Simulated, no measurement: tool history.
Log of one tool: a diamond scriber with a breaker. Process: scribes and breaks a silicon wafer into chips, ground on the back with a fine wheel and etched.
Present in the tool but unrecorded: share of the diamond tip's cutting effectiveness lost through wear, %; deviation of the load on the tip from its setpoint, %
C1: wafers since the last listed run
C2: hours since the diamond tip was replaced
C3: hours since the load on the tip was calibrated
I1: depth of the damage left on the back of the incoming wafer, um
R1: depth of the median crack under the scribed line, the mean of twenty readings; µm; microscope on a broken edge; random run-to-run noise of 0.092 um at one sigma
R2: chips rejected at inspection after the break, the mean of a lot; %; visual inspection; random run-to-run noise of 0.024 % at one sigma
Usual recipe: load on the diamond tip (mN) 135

{"run": 1, "hour": 0.0, "load on the diamond tip (mN)": 152, "C1": 0, "C2": 461.1, "C3": 927.7, "I1": 0.33, "R1": 7.86, "R2": 0.53}
{"run": 2, "hour": 26.9, "load on the diamond tip (mN)": 152, "C1": 106, "C2": 488, "C3": 954.6, "I1": 0.75, "R1": 7.87, "R2": 0.58}
{"hour": 72.3, "done": "diamond tip replaced by a new one"}
{"run": 3, "hour": 79.9, "load on the diamond tip (mN)": 135, "C1": 201, "C2": 7.6, "C3": 1007.6, "I1": 0.48, "R1": 7.18, "R2": 1.43}
{"run": 4, "hour": 112.0, "load on the diamond tip (mN)": 135, "C1": 126, "C2": 39.7, "C3": 1039.7, "I1": 0.67, "R1": 7.28, "R2": 1.52}
{"run": 5, "hour": 149.4, "load on the diamond tip (mN)": 135, "C1": 147, "C2": 77.1, "C3": 1077.1, "I1": 0.41, "R1": 7.22, "R2": 1.57}
{"hour": 176.9, "done": "load on the tip recalibrated"}
{"run": 6, "hour": 181.3, "load on the diamond tip (mN)": 135, "C1": 118, "C2": 109, "C3": 4.4, "I1": 0.53, "R1": 7.64, "R2": 0.57}
{"run": 7, "hour": 240.3, "load on the diamond tip (mN)": 135, "C1": 233, "C2": 168, "C3": 63.4, "I1": 0.42, "R1": 7.69, "R2": 0.54}
{"run": 8, "hour": 293.3, "load on the diamond tip (mN)": 114, "C1": 209, "C2": 221, "C3": 116.4, "I1": 0.31, "R1": 6.83, "R2": 3.09}
{"run": 9, "hour": 322.1, "load on the diamond tip (mN)": 114, "C1": 113, "C2": 249.8, "C3": 145.2, "I1": 0.58, "R1": 6.84, "R2": 3.15}
{"run": 10, "hour": 356.0, "load on the diamond tip (mN)": 114, "C1": 134, "C2": 283.7, "C3": 179.1, "I1": 0.77, "R1": 6.9, "R2": 3.38}
{"run": 11, "hour": 391.9, "load on the diamond tip (mN)": 135, "C1": 142, "C2": 319.6, "C3": 215, "I1": 0.71, "R1": 7.55, "R2": 0.69}
{"run": 12, "hour": 463.2, "load on the diamond tip (mN)": 164, "C1": 282, "C2": 390.9, "C3": 286.3, "I1": 0.31, "R1": 8.6, "R2": 1.8}
{"run": 13, "hour": 508.3, "load on the diamond tip (mN)": 164, "C1": 178, "C2": 436, "C3": 331.4, "I1": 0.52, "R1": 8.34, "R2": 1.56}
{"run": 14, "hour": 555.0, "load on the diamond tip (mN)": 164, "C1": 184, "C2": 482.7, "C3": 378.1, "I1": 0.48, "R1": 8.44, "R2": 1.53}
{"run": 15, "hour": 609.5, "load on the diamond tip (mN)": 135, "C1": 215, "C2": 537.2, "C3": 432.6, "I1": 0.5, "R1": 7.35, "R2": 0.92}
{"run": 16, "hour": 646.5, "load on the diamond tip (mN)": 135, "C1": 146, "C2": 574.2, "C3": 469.6, "I1": 0.68, "R1": 7.41, "R2": 0.95}
{"hour": 670.8, "done": "diamond tip replaced by a new one"}
{"run": 17, "hour": 700.6, "load on the diamond tip (mN)": 135, "C1": 206, "C2": 29.8, "C3": 523.7, "I1": 0.32, "R1": 7.32, "R2": 0.96}
{"run": 18, "hour": 760.3, "load on the diamond tip (mN)": 135, "C1": 236, "C2": 89.5, "C3": 583.4, "I1": 0.69, "R1": 7.26, "R2": 1.14}
{"run": 19, "hour": 910.6, "load on the diamond tip (mN)": 135, "C1": 594, "C2": 239.8, "C3": 733.7, "I1": 0.31, "R1": 7.21, "R2": 1.39}
{"run": 20, "hour": 951.9, "load on the diamond tip (mN)": 109, "C1": 163, "C2": 281.1, "C3": 775, "I1": 0.75, "R1": 6.41, "R2": 7.39}
{"run": 21, "hour": 1000.8, "load on the diamond tip (mN)": 97, "C1": 193, "C2": 330, "C3": 823.9, "I1": 0.6, "R1": 5.92, "R2": 12.73}
{"run": 22, "hour": 1052.2, "load on the diamond tip (mN)": 115, "C1": 203, "C2": 381.4, "C3": 875.3, "I1": 0.4, "R1": 6.45, "R2": 6.09}
{"run": 23, "hour": 1118.7, "load on the diamond tip (mN)": 108, "C1": 263, "C2": 447.9, "C3": 941.8, "I1": 0.68, "R1": 6.17, "R2": 8.68}
{"run": 24, "hour": 1189.9, "load on the diamond tip (mN)": 167, "C1": 281, "C2": 519.1, "C3": 1013, "I1": 0.5, "R1": 7.92, "R2": 0.74}
{"run": 25, "hour": 1229.3, "load on the diamond tip (mN)": 113, "C1": 155, "C2": 558.5, "C3": 1052.4, "I1": 0.47, "R1": 6.36, "R2": 7.68}
{"hour": 1254.0, "done": "diamond tip replaced by a new one"}
{"run": 26, "hour": 1257.2, "load on the diamond tip (mN)": 106, "C1": 102, "C2": 3.2, "C3": 1080.3, "I1": 0.49, "R1": 6.09, "R2": 10.03}
{"run": 27, "hour": 1299.5, "load on the diamond tip (mN)": 153, "C1": 167, "C2": 45.5, "C3": 1122.6, "I1": 0.36, "R1": 7.66, "R2": 0.61}
{"run": 28, "hour": 1371.3, "load on the diamond tip (mN)": 165, "C1": 284, "C2": 117.3, "C3": 1194.4, "I1": 0.67, "R1": 7.81, "R2": 0.58}
{"run": 29, "hour": 1397.8, "load on the diamond tip (mN)": 158, "C1": 104, "C2": 143.8, "C3": 1220.9, "I1": 0.55, "R1": 7.63, "R2": 0.62}
{"run": 30, "hour": 1427.8, "load on the diamond tip (mN)": 122, "C1": 118, "C2": 173.8, "C3": 1250.9, "I1": 0.61, "R1": 6.46, "R2": 5.32}
{"hour": 1453.9, "done": "load on the tip recalibrated"}
{"run": 31, "hour": 1499.6, "load on the diamond tip (mN)": 124, "C1": 276, "C2": 245.6, "C3": 45.7, "I1": 0.34, "R1": 7.32, "R2": 1.01}
{"run": 32, "hour": 1566.6, "load on the diamond tip (mN)": 101, "C1": 265, "C2": 312.6, "C3": 112.7, "I1": 0.56, "R1": 6.52, "R2": 6.06}
{"run": 33, "hour": 1627.2, "load on the diamond tip (mN)": 135, "C1": 239, "C2": 373.2, "C3": 173.3, "I1": 0.73, "R1": 7.83, "R2": 0.6}
{"run": 34, "hour": 1670.7, "load on the diamond tip (mN)": 135, "C1": 172, "C2": 416.7, "C3": 216.8, "I1": 0.32, "R1": 7.84, "R2": 0.49}
{"run": 35, "hour": 1708.2, "load on the diamond tip (mN)": 135, "C1": 148, "C2": 454.2, "C3": 254.3, "I1": 0.65, "R1": 7.63, "R2": 0.63}
{"run": 36, "hour": 1751.7, "load on the diamond tip (mN)": 163, "C1": 172, "C2": 497.7, "C3": 297.8, "I1": 0.45, "R1": 8.5, "R2": 2}
{"run": 37, "hour": 1805.2, "load on the diamond tip (mN)": 170, "C1": 211, "C2": 551.2, "C3": 351.3, "I1": 0.69, "R1": 8.89, "R2": 2.91}
{"run": 38, "hour": 1829.8, "load on the diamond tip (mN)": 135, "C1": 97, "C2": 575.8, "C3": 375.9, "I1": 0.53, "R1": 7.57, "R2": 0.67}

Here are 3 independent what-if runs from the current tool condition. What would each one return?
{"run": "A", "hour": 1830.4, "load on the diamond tip (mN)": 162, "C1": 2, "C2": 576.4, "C3": 376.5, "I1": 0.76, "R1": "?", "R2": "?"}
{"run": "B", "hour": 1830.4, "load on the diamond tip (mN)": 123, "C1": 2, "C2": 576.4, "C3": 376.5, "I1": 0.76, "R1": "?", "R2": "?"}
{"run": "C", "hour": 1830.4, "load on the diamond tip (mN)": 148, "C1": 2, "C2": 576.4, "C3": 376.5, "I1": 0.76, "R1": "?", "R2": "?"}

run=A R1=8.25 R2=1.8
run=B R1=6.97 R2=1.83
run=C R1=7.81 R2=0.72
With the hidden condition removed and each run's random variation left untouched, the same runs would have given:
run=A R1=8.48 R2=2.73
run=B R1=7.17 R2=1.15
run=C R1=8.02 R2=1.12
